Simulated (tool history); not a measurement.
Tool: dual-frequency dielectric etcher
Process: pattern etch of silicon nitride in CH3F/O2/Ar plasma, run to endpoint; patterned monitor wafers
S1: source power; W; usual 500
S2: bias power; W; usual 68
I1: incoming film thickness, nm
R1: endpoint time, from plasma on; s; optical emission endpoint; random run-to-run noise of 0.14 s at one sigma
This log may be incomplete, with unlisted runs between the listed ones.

run 1 day=0 | S1=500 S2=68 | I1=30.71 | R1=35.8
run 2 day=0.279 | S1=580 S2=68 | I1=30.75 | R1=34.5
run 3 day=0.542 | S1=580 S2=68 | I1=30.39 | R1=34.2
run 4 day=0.933 | S1=580 S2=68 | I1=30.5 | R1=34.1
run 5 day=1.354 | S1=500 S2=68 | I1=30.39 | R1=35.6
run 6 day=1.8 | S1=500 S2=68 | I1=30.73 | R1=35.7
run 7 day=2.254 | S1=500 S2=68 | I1=30.67 | R1=35.5
run 8 day=2.579 | S1=500 S2=68 | I1=30.78 | R1=35.8
run 9 day=2.875 | S1=500 S2=68 | I1=30.37 | R1=35.2
run 10 day=3.342 | S1=500 S2=68 | I1=30.53 | R1=35.3
run 11 day=3.908 | S1=500 S2=68 | I1=30.4 | R1=35.2
run 12 day=4.25 | S1=500 S2=68 | I1=30.36 | R1=35.4
-- day=5.5 bias power generator calibrated
-- day=5.788 upper electrode replaced
-- day=6.1 wet clean of the chamber
run 13 day=6.121 | S1=620 S2=81 | I1=30.35 | R1=33.1
run 14 day=6.138 | S1=500 S2=68 | I1=30.58 | R1=37
run 15 day=6.15 | S1=470 S2=73 | I1=30.54 | R1=36.8
run 16 day=6.312 | S1=380 S2=77 | I1=30.62 | R1=37.8
run 17 day=7.429 | S1=500 S2=68 | I1=30.22 | R1=37
run 18 day=7.912 | S1=500 S2=68 | I1=30.41 | R1=36.8
run 19 day=8.304 | S1=550 S2=59 | I1=30.53 | R1=37.6
run 20 day=8.85 | S1=440 S2=76 | I1=30.61 | R1=37
-- day=9.062 source power generator calibrated
run 21 day=9.379 | S1=380 S2=77 | I1=30.62 | R1=37.8
run 22 day=10.029 | S1=500 S2=84 | I1=30.36 | R1=34.4
run 23 day=10.342 | S1=600 S2=55 | I1=30.35 | R1=37.2
run 24 day=11.025 | S1=590 S2=84 | I1=30.76 | R1=33.4
run 25 day=11.458 | S1=420 S2=68 | I1=30.54 | R1=38.4
run 26 day=12.029 | S1=600 S2=79 | I1=30.55 | R1=33.4
run 27 day=12.408 | S1=500 S2=54 | I1=30.47 | R1=39.3
run 28 day=12.854 | S1=540 S2=73 | I1=29.94 | R1=34.4
run 29 day=13.525 | S1=500 S2=68 | I1=30.62 | R1=36.6
run 30 day=13.917 | S1=470 S2=68 | I1=30.44 | R1=36.9
run 31 day=14.262 | S1=440 S2=78 | I1=30.49 | R1=35.9
run 32 day=14.675 | S1=500 S2=68 | I1=30.55 | R1=36.5
run 33 day=15.417 | S1=440 S2=74 | I1=30.41 | R1=36.4
run 34 day=15.717 | S1=500 S2=68 | I1=30.75 | R1=36.4

Here are 5 independent what-if runs from the current tool condition. What would each one return?
run A day=15.733 | S1=500 S2=68 | I1=30.77 | R1=?
run B day=15.733 | S1=390 S2=68 | I1=30.77 | R1=?
run C day=15.733 | S1=560 S2=56 | I1=30.77 | R1=?
run D day=15.733 | S1=500 S2=73 | I1=30.77 | R1=?
run E day=15.733 | S1=560 S2=79 | I1=30.77 | R1=?

run=A R1=36.5
run=B R1=38.6
run=C R1=37.5
run=D R1=35.7
run=E R1=33.9
The same runs, with their run-to-run variation unchanged, on a tool lacking any hidden condition would have given:
run=A R1=37.4
run=B R1=39.6
run=C R1=38.4
run=D R1=36.6
run=E R1=34.7
